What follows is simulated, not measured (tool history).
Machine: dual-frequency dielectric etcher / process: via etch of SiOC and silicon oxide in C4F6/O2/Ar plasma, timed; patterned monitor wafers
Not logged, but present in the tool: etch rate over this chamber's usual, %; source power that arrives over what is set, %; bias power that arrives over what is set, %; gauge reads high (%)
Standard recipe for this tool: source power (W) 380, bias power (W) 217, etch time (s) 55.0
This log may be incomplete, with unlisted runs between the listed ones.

| run | hour | source power (W) | bias power (W) | etch time (s) | wafers since the last listed run | hours since the last wet clean | hours since the last source power generator calibration | hours since the last bias power generator calibration | hours since the last upper electrode change | hours since the gauge calibration | read-back reference wafer on the same gauge, depth_nm | mean etch depth across the wafer (Å) |
|---|---|---|---|---|---|---|---|---|---|---|---|---|
| 1 | 0.0 | 380 | 217 | 55.0 | 0 | 205.9 | 4411.7 | 1194.4 | 1810.4 | 894.4 | 63.0 | 645 |
| 2 | 24.5 | 380 | 196 | 45.5 | 255 | 230.4 | 4436.2 | 1218.9 | 1834.9 | 918.9 | 63.1 | 519 |
| 3 | 65.5 | 380 | 196 | 45.5 | 427 | 271.4 | 4477.2 | 1259.9 | 1875.9 | 959.9 | 63.0 | 519 |
| 4 | 91.0 | 380 | 196 | 45.5 | 265 | 296.9 | 4502.7 | 1285.4 | 1901.4 | 985.4 | 63.0 | 515 |
|  | 120.1 | source power generator calibrated |
| 5 | 153.3 | 380 | 217 | 55.0 | 607 | 359.2 | 33.2 | 1347.7 | 1963.7 | 1047.7 | 62.9 | 640 |
| 6 | 220.6 | 380 | 217 | 55.0 | 701 | 426.5 | 100.5 | 1415.0 | 2031.0 | 1115.0 | 62.9 | 648 |
| 7 | 261.0 | 380 | 217 | 44.0 | 421 | 466.9 | 140.9 | 1455.4 | 2071.4 | 1155.4 | 63.1 | 516 |
|  | 292.1 | wet clean of the chamber |
| 8 | 328.5 | 380 | 217 | 44.0 | 453 | 36.4 | 208.4 | 1522.9 | 2138.9 | 1222.9 | 62.9 | 515 |
| 9 | 385.6 | 380 | 184 | 55.0 | 595 | 93.5 | 265.5 | 1580.0 | 2196.0 | 1280.0 | 63.0 | 614 |
|  | 410.9 | gauge calibrated |
|  | 538.2 | bias power generator calibrated |
| 10 | 541.1 | 430 | 217 | 68.5 | 1579 | 249.0 | 421.0 | 2.9 | 2351.5 | 130.2 | 63.0 | 859 |
| 11 | 606.0 | 340 | 203 | 55.0 | 676 | 313.9 | 485.9 | 67.8 | 2416.4 | 195.1 | 63.0 | 591 |
| 12 | 637.5 | 380 | 217 | 55.0 | 328 | 345.4 | 517.4 | 99.3 | 2447.9 | 226.6 | 63.1 | 646 |
| 13 | 690.4 | 380 | 186 | 55.0 | 551 | 398.3 | 570.3 | 152.2 | 2500.8 | 279.5 | 62.9 | 617 |
| 14 | 742.3 | 380 | 201 | 66.0 | 540 | 450.2 | 622.2 | 204.1 | 2552.7 | 331.4 | 63.0 | 758 |
|  | 786.8 | wet clean of the chamber |
| 15 | 803.5 | 380 | 217 | 41.5 | 387 | 16.7 | 683.4 | 265.3 | 2613.9 | 392.6 | 63.0 | 484 |
| 16 | 852.4 | 380 | 217 | 55.0 | 509 | 65.6 | 732.3 | 314.2 | 2662.8 | 441.5 | 63.0 | 649 |
| 17 | 877.4 | 430 | 217 | 41.0 | 260 | 90.6 | 757.3 | 339.2 | 2687.8 | 466.5 | 63.0 | 517 |
|  | 927.3 | upper electrode replaced |
| 18 | 927.8 | 350 | 179 | 69.5 | 275 | 141.0 | 807.7 | 389.6 | 0.5 | 516.9 | 62.9 | 736 |
| 19 | 974.3 | 460 | 192 | 55.0 | 484 | 187.5 | 854.2 | 436.1 | 47.0 | 563.4 | 62.9 | 699 |
| 20 | 1044.7 | 440 | 192 | 55.0 | 733 | 257.9 | 924.6 | 506.5 | 117.4 | 633.8 | 62.9 | 678 |
| 21 | 1093.1 | 280 | 239 | 65.5 | 504 | 306.3 | 973.0 | 554.9 | 165.8 | 682.2 | 63.0 | 639 |
| 22 | 1133.0 | 440 | 265 | 55.0 | 415 | 346.2 | 1012.9 | 594.8 | 205.7 | 722.1 | 62.9 | 738 |
| 23 | 1158.5 | 380 | 217 | 55.0 | 265 | 371.7 | 1038.4 | 620.3 | 231.2 | 747.6 | 63.1 | 648 |
| 24 | 1212.6 | 430 | 217 | 68.5 | 563 | 425.8 | 1092.5 | 674.4 | 285.3 | 801.7 | 63.0 | 859 |
|  | 1264.8 | wet clean of the chamber |
| 25 | 1275.5 | 320 | 236 | 48.5 | 405 | 10.7 | 1155.4 | 737.3 | 348.2 | 864.6 | 62.9 | 520 |
| 26 | 1346.0 | 350 | 183 | 66.5 | 734 | 81.2 | 1225.9 | 807.8 | 418.7 | 935.1 | 62.9 | 706 |
| 27 | 1377.7 | 380 | 217 | 55.0 | 330 | 112.9 | 1257.6 | 839.5 | 450.4 | 966.8 | 62.9 | 646 |
| 28 | 1411.3 | 310 | 254 | 65.0 | 350 | 146.5 | 1291.2 | 873.1 | 484.0 | 1000.4 | 63.0 | 695 |
| 29 | 1479.9 | 300 | 265 | 55.0 | 715 | 215.1 | 1359.8 | 941.7 | 552.6 | 1069.0 | 63.0 | 588 |

Describe how what the log doesn't record of the tool's condition differs between the last listed run preceding each entry between runs and the first listed run following it.
In the gap between runs 4 and 5: source power generator calibrated (hour 120.1)
  no difference in the tool's unlogged condition between these two runs
In the gap between runs 7 and 8: wet clean of the chamber (hour 292.1)
  no difference in the tool's unlogged condition between these two runs
In the gap between runs 9 and 10: gauge calibrated (hour 410.9); bias power generator calibrated (hour 538.2)
  no difference in the tool's unlogged condition between these two runs
In the gap between runs 14 and 15: wet clean of the chamber (hour 786.8)
  no difference in the tool's unlogged condition between these two runs
In the gap between runs 17 and 18: upper electrode replaced (hour 927.3)
  no difference in the tool's unlogged condition between these two runs
In the gap between runs 24 and 25: wet clean of the chamber (hour 1264.8)
  no difference in the tool's unlogged condition between these two runs
